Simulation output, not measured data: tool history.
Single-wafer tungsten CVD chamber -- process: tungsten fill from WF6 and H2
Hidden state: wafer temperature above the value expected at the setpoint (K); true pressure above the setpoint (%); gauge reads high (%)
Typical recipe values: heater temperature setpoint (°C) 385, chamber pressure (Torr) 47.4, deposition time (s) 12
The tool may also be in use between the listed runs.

run   hour  heater temperature setpoint (°C)  chamber pressure (Torr)  deposition time (s)  wafers since the last listed run  hours since the last thermocouple change  hours since the last manometer calibration  hours since the showerhead was replaced  hours since the gauge calibration  read-back reference wafer on the same gauge, thickness_nm  mean film thickness on the monitor wafer (Å)
  1      0                               385                     55.6                 12.5                                 0                                    1265.3                                      1046.7                                   3879.8                                138                                                     29.188                                        389.37
  2   16.4                               385                     55.6                 12.5                               478                                    1281.7                                      1063.1                                   3896.2                              154.4                                                     29.165                                        390.28
      21.1  -- gauge calibrated
  3   29.9                               385                     55.6                 12.5                               393                                    1295.2                                      1076.6                                   3909.7                                8.8                                                     29.247                                        391.43
  4   37.1                               385                     47.4                   12                               209                                    1302.4                                      1083.8                                   3916.9                                 16                                                      29.21                                         355.9
  5   48.6                               385                     47.4                   12                               335                                    1313.9                                      1095.3                                   3928.4                               27.5                                                     29.191                                        355.98
  6   65.7                               385                     47.4                   12                               498                                      1331                                      1112.4                                   3945.5                               44.6                                                     29.196                                         357.3
  7     78                               385                     47.4                   12                               358                                    1343.3                                      1124.7                                   3957.8                               56.9                                                     29.175                                        354.36
  8   92.1                               385                     55.3                   12                               411                                    1357.4                                      1138.8                                   3971.9                                 71                                                      29.25                                        380.76
  9   99.4                               385                     55.3                   12                               212                                    1364.7                                      1146.1                                   3979.2                               78.3                                                     29.239                                        376.45
 10  106.7                               385                     55.3                   12                               212                                      1372                                      1153.4                                   3986.5                               85.6                                                     29.201                                        378.86
 11  119.2                               385                     47.4                 13.8                               364                                    1384.5                                      1165.9                                     3999                               98.1                                                     29.193                                        414.52
 12  132.5                               385                     47.4                   12                               387                                    1397.8                                      1179.2                                   4012.3                              111.4                                                     29.259                                        360.39
 13    148                               385                     55.3                   12                               451                                    1413.3                                      1194.7                                   4027.8                              126.9                                                     29.219                                        381.56
 14  155.6                               385                     47.4                   12                               221                                    1420.9                                      1202.3                                   4035.4                              134.5                                                     29.182                                        361.58
       166  -- showerhead replaced
 15  166.5                               385                     55.5                 10.3                                84                                    1431.8                                      1213.2                                      0.5                              145.4                                                     29.174                                        328.86
     178.3  -- thermocouple changed; heater temperature recalibrated
 16  178.8                               385                     55.7                 13.9                               125                                       0.5                                      1225.5                                     12.8                              157.7                                                     29.194                                        404.82
     188.3  -- capacitance manometer re-zeroed and calibrated
 17  188.8                               398                       58                 10.5                                58                                      10.5                                         0.5                                     22.8                              167.7                                                     29.176                                        391.38
 18    194                               376                     47.4                 14.4                               151                                      15.7                                         5.7                                       28                              172.9                                                     29.224                                        332.41
     198.2  -- gauge calibrated
 19  200.9                               378                     52.3                   12                               201                                      22.6                                        12.6                                     34.9                                2.7                                                     29.209                                        296.91
 20  208.9                               380                     47.4                 11.2                               233                                      30.6                                        20.6                                     42.9                               10.7                                                     29.227                                        280.38
 21    216                               385                     55.6                 12.5                               206                                      37.7                                        27.7                                       50                               17.8                                                     29.191                                         364.6
 22  228.4                               374                     35.9                 13.3                               361                                      50.1                                        40.1                                     62.4                               30.2                                                     29.205                                        270.41
 23  241.2                               385                     47.4                   12                               373                                      62.9                                        52.9                                     75.2                                 43                                                     29.187                                        327.42
 24  252.7                               396                     51.7                 10.2                               335                                      74.4                                        64.4                                     86.7                               54.5                                                     29.165                                        350.65

Measured minus without-hidden-state, run by run (identical run-to-run variation in each term; gauge scatter may differ):
run  mean film thickness on the monitor wafer (Å)
  1                                        +32.13
  2                                        +32.98
  3                                        +33.71
  4                                        +30.96
  5                                        +31.48
  6                                        +32.34
  7                                        +32.62
  8                                        +35.73
  9                                        +35.66
 10                                        +36.23
 11                                        +40.29
 12                                        +35.63
 13                                        +38.47
 14                                         +36.8
 15                                        +33.94
 16                                         +4.37
 17                                         +3.99
 18                                         +3.74
 19                                         +3.32
 20                                         +3.08
 21                                         +3.96
 22                                         +3.09
 23                                         +3.61
 24                                         +3.68
